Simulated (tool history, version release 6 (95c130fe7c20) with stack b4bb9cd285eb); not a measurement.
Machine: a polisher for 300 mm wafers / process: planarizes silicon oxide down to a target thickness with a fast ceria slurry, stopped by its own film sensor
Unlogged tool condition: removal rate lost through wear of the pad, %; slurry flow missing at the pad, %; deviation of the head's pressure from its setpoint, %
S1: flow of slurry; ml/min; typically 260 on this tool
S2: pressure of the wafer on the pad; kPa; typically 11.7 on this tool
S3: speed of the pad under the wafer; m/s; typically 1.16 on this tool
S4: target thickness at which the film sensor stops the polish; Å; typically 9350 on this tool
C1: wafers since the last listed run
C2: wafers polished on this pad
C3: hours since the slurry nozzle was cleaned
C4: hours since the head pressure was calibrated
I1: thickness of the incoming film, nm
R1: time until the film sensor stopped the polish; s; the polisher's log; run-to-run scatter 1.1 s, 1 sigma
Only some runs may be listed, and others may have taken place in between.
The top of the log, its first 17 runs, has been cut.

| run | day | S1 | S2 | S3 | S4 | C1 | C2 | C3 | C4 | I1 | R1 |
|---|---|---|---|---|---|---|---|---|---|---|---|
| 18 | 9.196 | 260 | 11.7 | 1.16 | 9350 | 114 | 521 | 699.2 | 1270.3 | 1690.4 | 90.4 |
| 19 | 10.671 | 290 | 15.2 | 0.8 | 9350 | 293 | 815 | 734.6 | 1305.7 | 1711.9 | 95.5 |
|  | 11.021 | worn pad replaced by a new one, of another model than before |
| 20 | 11.275 | 260 | 11.7 | 1.48 | 8530 | 86 | 50 | 749.1 | 1320.2 | 1729.2 | 85.9 |
| 21 | 11.546 | 260 | 11.7 | 1.16 | 9350 | 53 | 104 | 755.6 | 1326.7 | 1710.9 | 87.3 |
|  | 11.971 | head pressure recalibrated |
| 22 | 11.992 | 300 | 9 | 0.88 | 9350 | 72 | 176 | 766.3 | 0.5 | 1718.2 | 108.6 |
| 23 | 12.458 | 175 | 11.7 | 1.16 | 10960 | 92 | 269 | 777.5 | 11.7 | 1707.6 | 68.3 |
|  | 12.962 | slurry nozzle cleaned |
| 24 | 13.021 | 290 | 11.7 | 1.16 | 9350 | 103 | 372 | 1.4 | 25.2 | 1718.6 | 81 |
| 25 | 13.65 | 260 | 9.7 | 1.16 | 9350 | 125 | 498 | 16.5 | 40.3 | 1716.9 | 92.1 |
| 26 | 13.921 | 260 | 11.7 | 1.16 | 9350 | 53 | 551 | 23 | 46.8 | 1704.5 | 83.4 |
| 27 | 14.604 | 260 | 15.9 | 1.16 | 9350 | 135 | 687 | 39.4 | 63.2 | 1714.4 | 66.7 |
|  | 15.129 | worn pad replaced by a new one |
| 28 | 15.346 | 260 | 13.1 | 1.16 | 7070 | 114 | 42 | 57.2 | 81 | 1700 | 98.1 |
| 29 | 16.025 | 260 | 11.7 | 1.16 | 9350 | 134 | 177 | 73.5 | 97.3 | 1698.5 | 81.3 |
| 30 | 16.358 | 260 | 11.7 | 1.54 | 11950 | 66 | 244 | 81.5 | 105.3 | 1728.7 | 49.9 |
| 31 | 16.688 | 260 | 10.3 | 1.16 | 9350 | 65 | 309 | 89.4 | 113.2 | 1709.6 | 89.8 |
| 32 | 16.983 | 295 | 11.7 | 0.92 | 11580 | 58 | 368 | 96.5 | 120.3 | 1692.6 | 63.7 |
| 33 | 17.546 | 235 | 11.7 | 1.16 | 9350 | 111 | 480 | 110 | 133.8 | 1701.1 | 84.3 |
| 34 | 17.8 | 260 | 10.3 | 1.52 | 9350 | 50 | 530 | 116.1 | 139.9 | 1729.5 | 80 |
|  | 19.771 | worn pad replaced by a new one |
| 35 | 19.862 | 285 | 11.7 | 1.26 | 11690 | 376 | 18 | 165.6 | 189.4 | 1731.6 | 58.2 |
| 36 | 20.171 | 260 | 11.7 | 1.16 | 9350 | 61 | 79 | 173 | 196.8 | 1696.7 | 83.8 |
| 37 | 20.883 | 315 | 13.8 | 1.56 | 7570 | 141 | 221 | 190.1 | 213.9 | 1716.1 | 80.4 |

What if the next run were any one of these 3? Each begins from the tool's condition after run 37:
| A | 20.9 | 260 | 11.7 | 1.16 | 9350 | 3 | 224 | 190.5 | 214.3 | 1717.7 | ? |
| B | 20.9 | 330 | 15.2 | 1.38 | 10400 | 3 | 224 | 190.5 | 214.3 | 1717.7 | ? |
| C | 20.9 | 290 | 15.9 | 0.82 | 11610 | 3 | 224 | 190.5 | 214.3 | 1717.7 | ? |

| run | R1 |
|---|---|
| A | 85.2 |
| B | 55.8 |
| C | 57.8 |
Had the tool no hidden state, the same runs would have come out as:
| run | R1 |
|---|---|
| A | 82.1 |
| B | 53.8 |
| C | 55.7 |

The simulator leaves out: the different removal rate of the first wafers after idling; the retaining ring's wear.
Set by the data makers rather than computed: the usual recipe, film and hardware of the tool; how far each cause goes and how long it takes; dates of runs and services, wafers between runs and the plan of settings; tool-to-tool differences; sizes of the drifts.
